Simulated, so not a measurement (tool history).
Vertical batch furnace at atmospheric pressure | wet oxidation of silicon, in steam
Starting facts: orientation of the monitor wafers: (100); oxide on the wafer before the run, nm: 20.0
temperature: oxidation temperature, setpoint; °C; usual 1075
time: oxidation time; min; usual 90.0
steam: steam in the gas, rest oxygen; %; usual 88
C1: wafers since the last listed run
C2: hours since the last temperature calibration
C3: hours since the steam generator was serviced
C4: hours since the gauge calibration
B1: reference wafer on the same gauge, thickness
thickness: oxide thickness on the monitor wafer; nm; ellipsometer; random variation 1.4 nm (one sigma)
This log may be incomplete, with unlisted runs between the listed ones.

run 1 hour=0.0 | temperature=1075 time=90.0 steam=88 | C1=0 C2=3149.9 C3=3796.1 C4=139.5 | B1=623.96 | thickness=718.39
run 2 hour=31.3 | temperature=1075 time=90.0 steam=88 | C1=370 C2=3181.2 C3=3827.4 C4=170.8 | B1=624.28 | thickness=717.60
run 3 hour=45.8 | temperature=1075 time=90.0 steam=88 | C1=171 C2=3195.7 C3=3841.9 C4=185.3 | B1=623.90 | thickness=718.42
run 4 hour=58.5 | temperature=1075 time=90.0 steam=88 | C1=150 C2=3208.4 C3=3854.6 C4=198.0 | B1=623.85 | thickness=718.06
run 5 hour=78.9 | temperature=1075 time=90.0 steam=88 | C1=241 C2=3228.8 C3=3875.0 C4=218.4 | B1=623.69 | thickness=718.14
run 6 hour=95.8 | temperature=1075 time=90.0 steam=88 | C1=200 C2=3245.7 C3=3891.9 C4=235.3 | B1=623.93 | thickness=717.00
run 7 hour=111.1 | temperature=1075 time=90.0 steam=88 | C1=181 C2=3261.0 C3=3907.2 C4=250.6 | B1=623.94 | thickness=715.06
run 8 hour=133.2 | temperature=1075 time=90.0 steam=88 | C1=261 C2=3283.1 C3=3929.3 C4=272.7 | B1=623.74 | thickness=716.24
run 9 hour=158.8 | temperature=1075 time=90.0 steam=88 | C1=303 C2=3308.7 C3=3954.9 C4=298.3 | B1=623.90 | thickness=714.91
run 10 hour=184.9 | temperature=1075 time=90.0 steam=88 | C1=309 C2=3334.8 C3=3981.0 C4=324.4 | B1=623.75 | thickness=714.27
run 11 hour=204.5 | temperature=1075 time=90.0 steam=88 | C1=232 C2=3354.4 C3=4000.6 C4=344.0 | B1=624.04 | thickness=716.13
run 12 hour=226.3 | temperature=1075 time=90.0 steam=88 | C1=258 C2=3376.2 C3=4022.4 C4=365.8 | B1=623.99 | thickness=717.89
run 13 hour=243.4 | temperature=1075 time=90.0 steam=88 | C1=202 C2=3393.3 C3=4039.5 C4=382.9 | B1=624.29 | thickness=717.33
run 14 hour=265.7 | temperature=1075 time=90.0 steam=83 | C1=264 C2=3415.6 C3=4061.8 C4=405.2 | B1=623.94 | thickness=696.31
-- hour=291.5 steam generator serviced
run 15 hour=292.0 | temperature=1097 time=73.0 steam=88 | C1=27 C2=3441.9 C3=0.5 C4=431.5 | B1=624.35 | thickness=692.96
-- hour=323.9 thermocouples replaced and temperature profile calibrated
run 16 hour=324.4 | temperature=1075 time=90.0 steam=88 | C1=99 C2=0.5 C3=32.9 C4=463.9 | B1=624.19 | thickness=718.92
run 17 hour=330.9 | temperature=1067 time=53.0 steam=77 | C1=76 C2=7.0 C3=39.4 C4=470.4 | B1=624.09 | thickness=470.61
run 18 hour=350.5 | temperature=1075 time=77.0 steam=78 | C1=232 C2=26.6 C3=59.0 C4=490.0 | B1=624.01 | thickness=615.12
-- hour=426.9 gauge calibrated
run 19 hour=445.2 | temperature=1075 time=90.0 steam=77 | C1=1121 C2=121.3 C3=153.7 C4=18.3 | B1=624.00 | thickness=664.61
run 20 hour=473.3 | temperature=1051 time=90.0 steam=85 | C1=332 C2=149.4 C3=181.8 C4=46.4 | B1=623.77 | thickness=630.12
run 21 hour=507.6 | temperature=1075 time=118.0 steam=97 | C1=406 C2=183.7 C3=216.1 C4=80.7 | B1=623.93 | thickness=880.20
run 22 hour=525.9 | temperature=1066 time=45.5 steam=97 | C1=216 C2=202.0 C3=234.4 C4=99.0 | B1=623.75 | thickness=490.56
run 23 hour=553.5 | temperature=1075 time=49.5 steam=88 | C1=326 C2=229.6 C3=262.0 C4=126.6 | B1=624.00 | thickness=508.18
run 24 hour=576.6 | temperature=1075 time=90.0 steam=88 | C1=273 C2=252.7 C3=285.1 C4=149.7 | B1=624.12 | thickness=719.57
run 25 hour=605.0 | temperature=1095 time=65.0 steam=97 | C1=336 C2=281.1 C3=313.5 C4=178.1 | B1=624.60 | thickness=681.17
run 26 hour=618.1 | temperature=1075 time=90.0 steam=82 | C1=155 C2=294.2 C3=326.6 C4=191.2 | B1=624.26 | thickness=688.94
run 27 hour=637.5 | temperature=1075 time=90.0 steam=88 | C1=229 C2=313.6 C3=346.0 C4=210.6 | B1=623.98 | thickness=716.84
run 28 hour=654.1 | temperature=1075 time=90.0 steam=88 | C1=196 C2=330.2 C3=362.6 C4=227.2 | B1=624.13 | thickness=717.39
run 29 hour=688.5 | temperature=1075 time=90.0 steam=88 | C1=407 C2=364.6 C3=397.0 C4=261.6 | B1=624.23 | thickness=715.23

5 options for the next run, each taken on its own from the tool as it stands now. Forecast them:
run A hour=694.6 | temperature=1075 time=90.0 steam=88 | C1=72 C2=370.7 C3=403.1 C4=267.7 | B1=? | thickness=?
run B hour=694.6 | temperature=1098 time=49.5 steam=77 | C1=72 C2=370.7 C3=403.1 C4=267.7 | B1=? | thickness=?
run C hour=694.6 | temperature=1075 time=62.0 steam=76 | C1=72 C2=370.7 C3=403.1 C4=267.7 | B1=? | thickness=?
run D hour=694.6 | temperature=1082 time=132.5 steam=88 | C1=72 C2=370.7 C3=403.1 C4=267.7 | B1=? | thickness=?
run E hour=694.6 | temperature=1084 time=90.0 steam=88 | C1=72 C2=370.7 C3=403.1 C4=267.7 | B1=? | thickness=?

run=A B1=623.98 thickness=715.95
run=B B1=623.98 thickness=519.59
run=C B1=623.98 thickness=532.48
run=D B1=623.98 thickness=911.72
run=E B1=623.98 thickness=742.03
Had the tool no hidden state, the same runs would have come out as:
run=A thickness=715.95
run=B thickness=519.59
run=C thickness=532.48
run=D thickness=911.72
run=E thickness=742.03

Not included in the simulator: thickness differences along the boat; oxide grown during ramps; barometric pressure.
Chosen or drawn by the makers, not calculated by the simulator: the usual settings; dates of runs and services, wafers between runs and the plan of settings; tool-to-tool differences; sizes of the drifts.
